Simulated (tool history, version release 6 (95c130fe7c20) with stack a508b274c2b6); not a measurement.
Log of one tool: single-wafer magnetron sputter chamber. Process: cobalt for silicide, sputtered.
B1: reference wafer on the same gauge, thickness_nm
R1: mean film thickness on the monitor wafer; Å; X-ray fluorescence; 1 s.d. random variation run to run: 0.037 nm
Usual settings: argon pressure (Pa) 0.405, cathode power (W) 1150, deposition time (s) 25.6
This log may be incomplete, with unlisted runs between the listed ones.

run 1 hour=0.0 | argon_pressure_(Pa)=0.405 cathode_power_(W)=1150 deposition_time_(s)=25.6 | B1=14.688 | R1=156.22
run 2 hour=25.2 | argon_pressure_(Pa)=0.405 cathode_power_(W)=1300 deposition_time_(s)=23.6 | B1=14.690 | R1=162.81
run 3 hour=41.2 | argon_pressure_(Pa)=0.405 cathode_power_(W)=1300 deposition_time_(s)=23.6 | B1=14.696 | R1=162.35
run 4 hour=53.4 | argon_pressure_(Pa)=0.405 cathode_power_(W)=1300 deposition_time_(s)=23.6 | B1=14.697 | R1=162.36
run 5 hour=71.4 | argon_pressure_(Pa)=0.405 cathode_power_(W)=950 deposition_time_(s)=25.6 | B1=14.700 | R1=128.74
run 6 hour=98.5 | argon_pressure_(Pa)=0.405 cathode_power_(W)=950 deposition_time_(s)=25.6 | B1=14.703 | R1=128.80
-- hour=109.6 sputter target and shields replaced
run 7 hour=113.5 | argon_pressure_(Pa)=0.405 cathode_power_(W)=1150 deposition_time_(s)=25.6 | B1=14.705 | R1=156.63
run 8 hour=136.0 | argon_pressure_(Pa)=0.405 cathode_power_(W)=1150 deposition_time_(s)=25.6 | B1=14.710 | R1=156.20
run 9 hour=154.3 | argon_pressure_(Pa)=0.405 cathode_power_(W)=1150 deposition_time_(s)=25.6 | B1=14.708 | R1=155.79
run 10 hour=181.9 | argon_pressure_(Pa)=0.405 cathode_power_(W)=1150 deposition_time_(s)=25.6 | B1=14.718 | R1=155.98
run 11 hour=200.8 | argon_pressure_(Pa)=0.405 cathode_power_(W)=1150 deposition_time_(s)=23.5 | B1=14.726 | R1=143.77
-- hour=228.3 gauge calibrated
run 12 hour=229.1 | argon_pressure_(Pa)=0.405 cathode_power_(W)=1150 deposition_time_(s)=23.5 | B1=14.392 | R1=140.21
run 13 hour=248.4 | argon_pressure_(Pa)=0.405 cathode_power_(W)=1150 deposition_time_(s)=29.0 | B1=14.425 | R1=173.67
run 14 hour=284.3 | argon_pressure_(Pa)=0.505 cathode_power_(W)=1150 deposition_time_(s)=25.6 | B1=14.467 | R1=150.48
run 15 hour=300.4 | argon_pressure_(Pa)=0.505 cathode_power_(W)=1150 deposition_time_(s)=25.6 | B1=14.500 | R1=150.76
-- hour=331.6 magnet pack replaced
run 16 hour=332.1 | argon_pressure_(Pa)=0.405 cathode_power_(W)=1150 deposition_time_(s)=24.0 | B1=14.526 | R1=145.45
-- hour=355.0 sputter target and shields replaced
run 17 hour=358.3 | argon_pressure_(Pa)=0.453 cathode_power_(W)=1150 deposition_time_(s)=22.7 | B1=14.560 | R1=135.57
run 18 hour=388.2 | argon_pressure_(Pa)=0.251 cathode_power_(W)=1050 deposition_time_(s)=25.6 | B1=14.586 | R1=146.54
run 19 hour=413.3 | argon_pressure_(Pa)=0.405 cathode_power_(W)=1150 deposition_time_(s)=21.6 | B1=14.608 | R1=131.36
run 20 hour=439.3 | argon_pressure_(Pa)=0.405 cathode_power_(W)=1150 deposition_time_(s)=25.6 | B1=14.619 | R1=155.39
run 21 hour=459.6 | argon_pressure_(Pa)=0.351 cathode_power_(W)=1400 deposition_time_(s)=25.6 | B1=14.625 | R1=191.89
run 22 hour=483.3 | argon_pressure_(Pa)=0.405 cathode_power_(W)=1150 deposition_time_(s)=20.7 | B1=14.636 | R1=125.40
-- hour=509.3 capacitance manometer re-zeroed and calibrated
run 23 hour=512.0 | argon_pressure_(Pa)=0.405 cathode_power_(W)=1250 deposition_time_(s)=29.2 | B1=14.645 | R1=192.81
run 24 hour=533.4 | argon_pressure_(Pa)=0.457 cathode_power_(W)=1150 deposition_time_(s)=30.3 | B1=14.659 | R1=182.60
-- hour=544.6 sputter target and shields replaced
run 25 hour=568.8 | argon_pressure_(Pa)=0.343 cathode_power_(W)=1150 deposition_time_(s)=30.3 | B1=14.665 | R1=186.65
run 26 hour=604.1 | argon_pressure_(Pa)=0.405 cathode_power_(W)=1150 deposition_time_(s)=25.6 | B1=14.676 | R1=155.32
run 27 hour=630.3 | argon_pressure_(Pa)=0.405 cathode_power_(W)=1150 deposition_time_(s)=25.6 | B1=14.691 | R1=155.86
run 28 hour=660.7 | argon_pressure_(Pa)=0.405 cathode_power_(W)=1300 deposition_time_(s)=28.8 | B1=14.690 | R1=198.08
run 29 hour=732.3 | argon_pressure_(Pa)=0.464 cathode_power_(W)=1350 deposition_time_(s)=29.8 | B1=14.697 | R1=210.30
-- hour=747.3 sputter target and shields replaced
run 30 hour=756.1 | argon_pressure_(Pa)=0.295 cathode_power_(W)=1150 deposition_time_(s)=25.6 | B1=14.708 | R1=160.20
run 31 hour=781.0 | argon_pressure_(Pa)=0.287 cathode_power_(W)=1400 deposition_time_(s)=27.6 | B1=14.703 | R1=210.71
run 32 hour=808.5 | argon_pressure_(Pa)=0.405 cathode_power_(W)=1150 deposition_time_(s)=25.6 | B1=14.714 | R1=156.36
-- hour=815.9 gauge calibrated
run 33 hour=829.0 | argon_pressure_(Pa)=0.496 cathode_power_(W)=1400 deposition_time_(s)=22.9 | B1=14.457 | R1=164.67
run 34 hour=845.3 | argon_pressure_(Pa)=0.541 cathode_power_(W)=1150 deposition_time_(s)=25.6 | B1=14.475 | R1=149.36
run 35 hour=866.8 | argon_pressure_(Pa)=0.405 cathode_power_(W)=1150 deposition_time_(s)=25.6 | B1=14.504 | R1=154.70
run 36 hour=889.8 | argon_pressure_(Pa)=0.361 cathode_power_(W)=900 deposition_time_(s)=22.3 | B1=14.531 | R1=105.81

What if the next run were any one of these 3? Each begins from the tool's condition after run 36:
run A hour=890.2 | argon_pressure_(Pa)=0.405 cathode_power_(W)=1150 deposition_time_(s)=25.6 | B1=? | R1=?
run B hour=890.2 | argon_pressure_(Pa)=0.405 cathode_power_(W)=1350 deposition_time_(s)=25.6 | B1=? | R1=?
run C hour=890.2 | argon_pressure_(Pa)=0.405 cathode_power_(W)=1150 deposition_time_(s)=27.7 | B1=? | R1=?

run=A B1=14.533 R1=154.18
run=B B1=14.533 R1=180.99
run=C B1=14.533 R1=166.82
The same runs, with their run-to-run variation unchanged, on a tool lacking any hidden condition would have given:
run=A R1=152.71
run=B R1=179.27
run=C R1=165.24

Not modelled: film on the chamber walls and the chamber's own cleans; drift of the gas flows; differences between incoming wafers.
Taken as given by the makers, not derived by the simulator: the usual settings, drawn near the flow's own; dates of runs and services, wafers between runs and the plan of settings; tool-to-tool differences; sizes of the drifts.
